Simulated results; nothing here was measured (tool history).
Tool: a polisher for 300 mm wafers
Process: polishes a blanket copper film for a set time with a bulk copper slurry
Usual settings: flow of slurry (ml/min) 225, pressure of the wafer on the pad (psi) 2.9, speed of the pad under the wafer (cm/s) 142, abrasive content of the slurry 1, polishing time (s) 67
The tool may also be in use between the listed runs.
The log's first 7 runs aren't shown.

| run | hour | flow of slurry (ml/min) | pressure of the wafer on the pad (psi) | speed of the pad under the wafer (cm/s) | abrasive content of the slurry | polishing time (s) | wafers since the last listed run | wafers polished on this pad | hours since the slurry nozzle was cleaned | hours since the head pressure was calibrated | hours since the slurry blender was calibrated | incoming thickness of the incoming film, nm | film removed (nm) |
|---|---|---|---|---|---|---|---|---|---|---|---|---|---|
| 8 | 109.2 | 225 | 2.9 | 142 | 1 | 67 | 201 | 211 | 479.3 | 823.5 | 15.3 | 3556.4 | 813.4 |
|  | 119.1 | head pressure recalibrated |
| 9 | 163.1 | 225 | 2.9 | 142 | 1 | 67 | 707 | 919 | 533.2 | 44 | 69.2 | 3575.4 | 900.5 |
| 10 | 174.3 | 225 | 2.9 | 142 | 1 | 67 | 152 | 1071 | 544.4 | 55.2 | 80.4 | 3546 | 903.2 |
| 11 | 187.5 | 225 | 2.9 | 142 | 1 | 67 | 179 | 1251 | 557.6 | 68.4 | 93.6 | 3530.6 | 880.9 |
|  | 204.6 | worn pad replaced by a new one |
| 12 | 205.1 | 225 | 2.9 | 160 | 0.7 | 57 | 185 | 6 | 575.2 | 86 | 111.2 | 3562.6 | 807.7 |
|  | 210.9 | slurry nozzle cleaned |
| 13 | 219.7 | 145 | 3.2 | 166 | 0.85 | 67 | 185 | 191 | 8.8 | 100.6 | 125.8 | 3597.9 | 1062.9 |
| 14 | 236.9 | 225 | 2.9 | 142 | 1 | 82 | 234 | 426 | 26 | 117.8 | 143 | 3542.6 | 1080 |
| 15 | 248 | 245 | 2.9 | 116 | 1 | 67 | 151 | 577 | 37.1 | 128.9 | 154.1 | 3537.9 | 728 |
| 16 | 255.7 | 225 | 2.9 | 104 | 1 | 79 | 104 | 682 | 44.8 | 136.6 | 161.8 | 3646.6 | 753.8 |
| 17 | 267 | 295 | 2.9 | 142 | 1.25 | 58 | 154 | 836 | 56.1 | 147.9 | 173.1 | 3560.2 | 818.7 |
|  | 271.6 | slurry blender recalibrated |
| 18 | 284.3 | 225 | 2.3 | 142 | 1 | 67 | 208 | 1045 | 73.4 | 165.2 | 12.7 | 3626.6 | 682.3 |
|  | 297.2 | worn pad replaced by a new one |
| 19 | 298 | 200 | 2.9 | 176 | 0.7 | 67 | 132 | 10 | 87.1 | 178.9 | 26.4 | 3547.3 | 997.8 |
| 20 | 311.1 | 185 | 2.9 | 142 | 1 | 67 | 178 | 189 | 100.2 | 192 | 39.5 | 3559.7 | 863.4 |
| 21 | 319 | 225 | 2.6 | 142 | 1 | 67 | 107 | 297 | 108.1 | 199.9 | 47.4 | 3544.1 | 785.8 |
| 22 | 327.5 | 255 | 2.9 | 142 | 1.1 | 81 | 115 | 413 | 116.6 | 208.4 | 55.9 | 3528.2 | 1089.3 |
| 23 | 335.3 | 225 | 2.9 | 94 | 1 | 67 | 106 | 519 | 124.4 | 216.2 | 63.7 | 3487.8 | 575.1 |
| 24 | 351.8 | 225 | 2.9 | 142 | 1 | 67 | 224 | 744 | 140.9 | 232.7 | 80.2 | 3526.5 | 858.9 |
| 25 | 369.2 | 245 | 2.2 | 142 | 1.1 | 82 | 237 | 981 | 158.3 | 250.1 | 97.6 | 3605.1 | 817 |
| 26 | 383 | 225 | 2.9 | 142 | 1 | 55 | 188 | 1169 | 172.1 | 263.9 | 111.4 | 3606.6 | 696 |
| 27 | 395.3 | 245 | 2.9 | 142 | 1.2 | 67 | 167 | 1337 | 184.4 | 276.2 | 123.7 | 3527.3 | 877.8 |
|  | 415.6 | worn pad replaced by a new one |
| 28 | 416.1 | 225 | 2.9 | 142 | 1 | 67 | 229 | 7 | 205.2 | 297 | 144.5 | 3550.8 | 862.6 |
| 29 | 420 | 225 | 2.9 | 142 | 1.15 | 67 | 53 | 60 | 209.1 | 300.9 | 148.4 | 3515.5 | 882.4 |
| 30 | 432.4 | 225 | 2.9 | 142 | 1 | 67 | 169 | 229 | 221.5 | 313.3 | 160.8 | 3596.9 | 859.9 |

Forecast each of these 4 alternatives for the next run:
| A | 432.8 | 225 | 2.9 | 142 | 1.2 | 67 | 5 | 235 | 221.9 | 313.7 | 161.2 | 3557.3 | ? |
| B | 432.8 | 265 | 2.9 | 142 | 1.3 | 67 | 5 | 235 | 221.9 | 313.7 | 161.2 | 3557.3 | ? |
| C | 432.8 | 260 | 2.9 | 142 | 1 | 67 | 5 | 235 | 221.9 | 313.7 | 161.2 | 3557.3 | ? |
| D | 432.8 | 225 | 2.9 | 142 | 1 | 47 | 5 | 235 | 221.9 | 313.7 | 161.2 | 3557.3 | ? |

| run | film removed (nm) |
|---|---|
| A | 896.1 |
| B | 926.7 |
| C | 869.5 |
| D | 602.1 |
Without the tool's hidden state the same runs would have given:
| run | film removed (nm) |
|---|---|
| A | 970.6 |
| B | 1003.8 |
| C | 941.8 |
| D | 652.2 |
